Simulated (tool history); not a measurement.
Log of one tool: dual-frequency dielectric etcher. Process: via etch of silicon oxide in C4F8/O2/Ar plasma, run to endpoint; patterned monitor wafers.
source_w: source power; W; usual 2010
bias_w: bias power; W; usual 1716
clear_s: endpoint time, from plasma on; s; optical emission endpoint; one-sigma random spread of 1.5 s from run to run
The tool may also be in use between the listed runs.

run	hour	source_w	bias_w	wafers since the last listed run	hours since the last wet clean	hours since the last source power generator calibration	hours since the last bias power generator calibration	hours since the last upper electrode change	incoming incoming film thickness, nm	clear_s
1	0	2130	1716	0	221.4	3995.4	3085.8	3287.3	1361.5	281.1
2	28.4	2130	1716	207	249.8	4023.8	3114.2	3315.7	1376.6	286.4
3	127.5	2130	1716	724	348.9	4122.9	3213.3	3414.8	1370.1	288.1
4	151.3	1880	1716	173	372.7	4146.7	3237.1	3438.6	1365.8	310.7
5	169.4	2010	1716	132	390.8	4164.8	3255.2	3456.7	1371.1	297.6
6	240.4	2010	1927	518	461.8	4235.8	3326.2	3527.7	1374.5	289
# hour 277.9: wet clean of the chamber
7	278.4	2010	1927	102	0.5	4273.8	3364.2	3565.7	1371.2	281.1
8	286.1	2010	1927	56	8.2	4281.5	3371.9	3573.4	1373.2	282.9
9	311.8	2160	1826	187	33.9	4307.2	3397.6	3599.1	1371	276.7
10	336.3	2010	1716	179	58.4	4331.7	3422.1	3623.6	1360.2	292.9
11	351.1	2010	1716	108	73.2	4346.5	3436.9	3638.4	1372.9	293.7
12	367.5	2010	1716	119	89.6	4362.9	3453.3	3654.8	1371.1	292.3
13	385.5	2010	1716	131	107.6	4380.9	3471.3	3672.8	1387.8	299.2
14	412.1	2310	1521	194	134.2	4407.5	3497.9	3699.4	1373.3	283.9
15	426.8	2310	1521	107	148.9	4422.2	3512.6	3714.1	1380.9	281.5
16	459.3	2310	1521	237	181.4	4454.7	3545.1	3746.6	1381.3	286.9
# hour 470: source power generator calibrated
17	477.9	1750	2024	106	200	7.9	3563.7	3765.2	1362.9	307.6
18	503.7	2010	1716	188	225.8	33.7	3589.5	3791	1366.3	297
19	527.9	2420	2040	176	250	57.9	3613.7	3815.2	1381.7	256.8

For run 20, what comes out?
20	556.8	1560	1716	211	278.9	86.8	3642.6	3844.1	1360.3	?

clear_s: 351.5 s
Had the tool carried no hidden state, the very same run would have given clear_s 340.1 s.
